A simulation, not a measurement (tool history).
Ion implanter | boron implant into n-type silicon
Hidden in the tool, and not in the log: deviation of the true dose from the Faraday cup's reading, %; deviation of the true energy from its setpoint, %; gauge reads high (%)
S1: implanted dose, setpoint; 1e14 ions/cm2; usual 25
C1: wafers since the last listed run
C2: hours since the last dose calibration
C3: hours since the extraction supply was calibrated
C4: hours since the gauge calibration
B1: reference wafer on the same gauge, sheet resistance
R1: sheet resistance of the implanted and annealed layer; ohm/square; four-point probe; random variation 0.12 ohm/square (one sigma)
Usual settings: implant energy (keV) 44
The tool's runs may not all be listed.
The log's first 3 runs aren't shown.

Run 4, hour 30.6: usual settings; C1 333; C2 1744.2; C3 3382.8; C4 403.8; B1 55.61. Result: R1 46.05 ohm/square.
Run 5, hour 47.1: usual settings; C1 528; C2 1760.7; C3 3399.3; C4 420.3; B1 55.58. Result: R1 45.99 ohm/square.
Run 6, hour 62.4: usual settings; C1 490; C2 1776; C3 3414.6; C4 435.6; B1 55.58. Result: R1 45.88 ohm/square.
Run 7, hour 70.9: usual settings but implant energy (keV) 37; C1 272; C2 1784.5; C3 3423.1; C4 444.1; B1 55.61. Result: R1 46.79 ohm/square.
Run 8, hour 79.8: usual settings but implant energy (keV) 37; C1 285; C2 1793.4; C3 3432; C4 453; B1 55.63. Result: R1 46.9 ohm/square.
Run 9, hour 86.8: usual settings; C1 224; C2 1800.4; C3 3439; C4 460; B1 55.59. Result: R1 45.8 ohm/square.
Run 10, hour 95.1: usual settings; C1 266; C2 1808.7; C3 3447.3; C4 468.3; B1 55.61. Result: R1 46.05 ohm/square.
Run 11, hour 111.3: usual settings; C1 519; C2 1824.9; C3 3463.5; C4 484.5; B1 55.6. Result: R1 45.88 ohm/square.
Run 12, hour 122.4: usual settings; C1 355; C2 1836; C3 3474.6; C4 495.6; B1 55.58. Result: R1 46.17 ohm/square.
Run 13, hour 138.5: usual settings; C1 515; C2 1852.1; C3 3490.7; C4 511.7; B1 55.61. Result: R1 45.84 ohm/square.
Run 14, hour 152.3: usual settings but S1 31.56 1e14 ions/cm2, implant energy (keV) 52; C1 442; C2 1865.9; C3 3504.5; C4 525.5; B1 55.62. Result: R1 37.89 ohm/square.
At hour 161.9: extraction supply calibrated.
Run 15, hour 200: usual settings but implant energy (keV) 53.5; C1 1272; C2 1913.6; C3 38.1; C4 573.2; B1 55.58. Result: R1 44.89 ohm/square.
Run 16, hour 208.4: usual settings; C1 269; C2 1922; C3 46.5; C4 581.6; B1 55.61. Result: R1 45.85 ohm/square.
Run 17, hour 215.6: usual settings but S1 29.02 1e14 ions/cm2; C1 230; C2 1929.2; C3 53.7; C4 588.8; B1 55.59. Result: R1 40.91 ohm/square.
Run 18, hour 227.4: usual settings but S1 31.46 1e14 ions/cm2, implant energy (keV) 56; C1 378; C2 1941; C3 65.5; C4 600.6; B1 55.56. Result: R1 37.79 ohm/square.
Run 19, hour 235.2: usual settings but implant energy (keV) 58; C1 249; C2 1948.8; C3 73.3; C4 608.4; B1 55.61. Result: R1 44.67 ohm/square.
Run 20, hour 252.7: usual settings but S1 20.24 1e14 ions/cm2, implant energy (keV) 54; C1 560; C2 1966.3; C3 90.8; C4 625.9; B1 55.6. Result: R1 53.86 ohm/square.
Run 21, hour 268: usual settings but S1 32.1 1e14 ions/cm2, implant energy (keV) 49.5; C1 490; C2 1981.6; C3 106.1; C4 641.2; B1 55.58. Result: R1 37.59 ohm/square.
Run 22, hour 280.4: usual settings but S1 29.64 1e14 ions/cm2; C1 397; C2 1994; C3 118.5; C4 653.6; B1 55.55. Result: R1 40.28 ohm/square.
Run 23, hour 286.7: usual settings but S1 32.25 1e14 ions/cm2, implant energy (keV) 32; C1 201; C2 2000.3; C3 124.8; C4 659.9; B1 55.56. Result: R1 40.87 ohm/square.
At hour 296.7: Faraday cup replaced and dose calibrated.
Run 24, hour 297.2: usual settings but S1 31.18 1e14 ions/cm2, implant energy (keV) 33.5; C1 80; C2 0.5; C3 135.3; C4 670.4; B1 55.56. Result: R1 41.96 ohm/square.
Run 25, hour 323: usual settings but S1 30.84 1e14 ions/cm2, implant energy (keV) 39.5; C1 826; C2 26.3; C3 161.1; C4 696.2; B1 55.6. Result: R1 41.02 ohm/square.

The next listed run, before its measurement:
Run 26, hour 332.2: usual settings but S1 19.94 1e14 ions/cm2, implant energy (keV) 56.5; C1 294; C2 35.5; C3 170.3; C4 705.4; B1 ?. Result: R1 ?.

B1: 55.58
R1: 56.01 ohm/square
Without the tool's hidden state the same run would have given R1 56.2 ohm/square.
